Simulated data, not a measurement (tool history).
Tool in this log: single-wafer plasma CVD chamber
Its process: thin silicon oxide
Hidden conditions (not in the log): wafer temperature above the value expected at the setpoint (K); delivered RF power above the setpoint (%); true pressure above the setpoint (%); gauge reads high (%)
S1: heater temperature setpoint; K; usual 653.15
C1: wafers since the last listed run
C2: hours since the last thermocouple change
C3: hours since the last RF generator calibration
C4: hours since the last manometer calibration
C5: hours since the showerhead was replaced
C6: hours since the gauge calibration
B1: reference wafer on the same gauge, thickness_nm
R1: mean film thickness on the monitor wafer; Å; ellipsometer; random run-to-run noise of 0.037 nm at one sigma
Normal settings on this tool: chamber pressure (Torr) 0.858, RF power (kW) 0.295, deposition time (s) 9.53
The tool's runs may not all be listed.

Run 1, hour 0.0: usual settings; C1 0; C2 2548.8; C3 1109.7; C4 1172.9; C5 7149.8; C6 154.3; B1 19.102. Result: R1 166.27 Å.
Run 2, hour 14.4: usual settings but deposition time (s) 9.08; C1 224; C2 2563.2; C3 1124.1; C4 1187.3; C5 7164.2; C6 168.7; B1 19.104. Result: R1 158.99 Å.
Run 3, hour 34.0: usual settings but deposition time (s) 9.08; C1 306; C2 2582.8; C3 1143.7; C4 1206.9; C5 7183.8; C6 188.3; B1 19.094. Result: R1 158.49 Å.
Run 4, hour 46.8: usual settings but RF power (kW) 0.335; C1 199; C2 2595.6; C3 1156.5; C4 1219.7; C5 7196.6; C6 201.1; B1 19.095. Result: R1 177.01 Å.
Run 5, hour 60.4: usual settings but RF power (kW) 0.335; C1 212; C2 2609.2; C3 1170.1; C4 1233.3; C5 7210.2; C6 214.7; B1 19.096. Result: R1 176.83 Å.
Run 6, hour 80.8: usual settings; C1 318; C2 2629.6; C3 1190.5; C4 1253.7; C5 7230.6; C6 235.1; B1 19.097. Result: R1 165.53 Å.
Run 7, hour 93.3: usual settings; C1 195; C2 2642.1; C3 1203.0; C4 1266.2; C5 7243.1; C6 247.6; B1 19.098. Result: R1 165.82 Å.
Run 8, hour 123.1: usual settings; C1 465; C2 2671.9; C3 1232.8; C4 1296.0; C5 7272.9; C6 277.4; B1 19.111. Result: R1 165.63 Å.
Run 9, hour 137.5: usual settings; C1 224; C2 2686.3; C3 1247.2; C4 1310.4; C5 7287.3; C6 291.8; B1 19.089. Result: R1 165.61 Å.
Run 10, hour 159.9: usual settings but RF power (kW) 0.250; C1 349; C2 2708.7; C3 1269.6; C4 1332.8; C5 7309.7; C6 314.2; B1 19.099. Result: R1 150.80 Å.
At hour 185.3: RF generator calibrated.
Run 11, hour 190.9: usual settings but RF power (kW) 0.250; C1 359; C2 2739.7; C3 5.6; C4 1363.8; C5 7340.7; C6 345.2; B1 19.101. Result: R1 150.72 Å.
At hour 213.4: thermocouple changed; heater temperature recalibrated.
Run 12, hour 231.1: usual settings but RF power (kW) 0.280; C1 502; C2 17.7; C3 45.8; C4 1404.0; C5 7380.9; C6 385.4; B1 19.111. Result: R1 160.41 Å.
Run 13, hour 258.0: usual settings but RF power (kW) 0.280; C1 420; C2 44.6; C3 72.7; C4 1430.9; C5 7407.8; C6 412.3; B1 19.112. Result: R1 160.64 Å.
Run 14, hour 281.8: usual settings but RF power (kW) 0.280; C1 371; C2 68.4; C3 96.5; C4 1454.7; C5 7431.6; C6 436.1; B1 19.103. Result: R1 160.70 Å.
At hour 299.6: gauge calibrated.
Run 15, hour 300.2: usual settings but S1 659.15 K; C1 287; C2 86.8; C3 114.9; C4 1473.1; C5 7450.0; C6 0.6; B1 19.103. Result: R1 163.22 Å.
Run 16, hour 326.0: usual settings but deposition time (s) 10.48; C1 402; C2 112.6; C3 140.7; C4 1498.9; C5 7475.8; C6 26.4; B1 19.103. Result: R1 180.93 Å.
Run 17, hour 348.9: usual settings; C1 357; C2 135.5; C3 163.6; C4 1521.8; C5 7498.7; C6 49.3; B1 19.113. Result: R1 164.51 Å.
Run 18, hour 371.2: usual settings but deposition time (s) 10.64; C1 348; C2 157.8; C3 185.9; C4 1544.1; C5 7521.0; C6 71.6; B1 19.107. Result: R1 182.67 Å.
Run 19, hour 399.5: usual settings but S1 649.15 K; C1 442; C2 186.1; C3 214.2; C4 1572.4; C5 7549.3; C6 99.9; B1 19.090. Result: R1 164.02 Å.
Run 20, hour 433.3: usual settings but S1 647.15 K, RF power (kW) 0.245; C1 527; C2 219.9; C3 248.0; C4 1606.2; C5 7583.1; C6 133.7; B1 19.105. Result: R1 148.49 Å.
Run 21, hour 447.6: usual settings but chamber pressure (Torr) 0.962, RF power (kW) 0.270; C1 223; C2 234.2; C3 262.3; C4 1620.5; C5 7597.4; C6 148.0; B1 19.100. Result: R1 173.87 Å.
At hour 459.2: showerhead replaced.
At hour 469.1: capacitance manometer re-zeroed and calibrated.
Run 22, hour 469.6: usual settings but chamber pressure (Torr) 0.786, deposition time (s) 10.23; C1 93; C2 256.2; C3 284.3; C4 0.5; C5 10.4; C6 170.0; B1 19.104. Result: R1 167.43 Å.
Run 23, hour 488.1: usual settings; C1 288; C2 274.7; C3 302.8; C4 19.0; C5 28.9; C6 188.5; B1 19.100. Result: R1 171.56 Å.
Run 24, hour 508.6: usual settings but RF power (kW) 0.315; C1 320; C2 295.2; C3 323.3; C4 39.5; C5 49.4; C6 209.0; B1 19.097. Result: R1 176.45 Å.
Run 25, hour 539.7: usual settings; C1 485; C2 326.3; C3 354.4; C4 70.6; C5 80.5; C6 240.1; B1 19.117. Result: R1 170.23 Å.
Run 26, hour 553.7: usual settings; C1 218; C2 340.3; C3 368.4; C4 84.6; C5 94.5; C6 254.1; B1 19.114. Result: R1 170.53 Å.
Run 27, hour 579.2: usual settings; C1 398; C2 365.8; C3 393.9; C4 110.1; C5 120.0; C6 279.6; B1 19.112. Result: R1 170.44 Å.
Run 28, hour 605.4: usual settings but S1 639.15 K, chamber pressure (Torr) 0.716, RF power (kW) 0.240, deposition time (s) 7.83; C1 409; C2 392.0; C3 420.1; C4 136.3; C5 146.2; C6 305.8; B1 19.097. Result: R1 102.33 Å.
Run 29, hour 631.8: usual settings; C1 412; C2 418.4; C3 446.5; C4 162.7; C5 172.6; C6 332.2; B1 19.107. Result: R1 170.35 Å.
Run 30, hour 665.4: usual settings but S1 667.15 K, chamber pressure (Torr) 0.990, RF power (kW) 0.325; C1 524; C2 452.0; C3 480.1; C4 196.3; C5 206.2; C6 365.8; B1 19.093. Result: R1 202.72 Å.

How would selected steps in R1 from run to run divide? Give the signed amount a tool lacking its hidden state would still show from settings, what came in and random variation, and the signed amount left for the hidden state, including any gauge scatter that is not in both of the compared results.
Run 15 -> 16: S1 659.15 -> 653.15, deposition time (s) 9.53 -> 10.48. R1 +17.71 Å: hidden state -1.12, all else +18.83.
Run 17 -> 18: deposition time (s) 9.53 -> 10.64. R1 +18.16 Å: hidden state -1.15, all else +19.31.
Run 21 -> 22: chamber pressure (Torr) 0.962 -> 0.786, RF power (kW) 0.270 -> 0.295, deposition time (s) 9.53 -> 10.23, showerhead replaced, capacitance manometer re-zeroed and calibrated. R1 -6.44 Å: hidden state +7.53, all else -13.97.
Run 27 -> 28: S1 653.15 -> 639.15, chamber pressure (Torr) 0.858 -> 0.716, RF power (kW) 0.295 -> 0.240, deposition time (s) 9.53 -> 7.83. R1 -68.11 Å: hidden state +0.55, all else -68.66.
Run 28 -> 29: S1 639.15 -> 653.15, chamber pressure (Torr) 0.716 -> 0.858, RF power (kW) 0.240 -> 0.295, deposition time (s) 7.83 -> 9.53. R1 +68.02 Å: hidden state -0.86, all else +68.88.
Run 29 -> 30: S1 653.15 -> 667.15, chamber pressure (Torr) 0.858 -> 0.990, RF power (kW) 0.295 -> 0.325. R1 +32.37 Å: hidden state +0.00, all else +32.37.
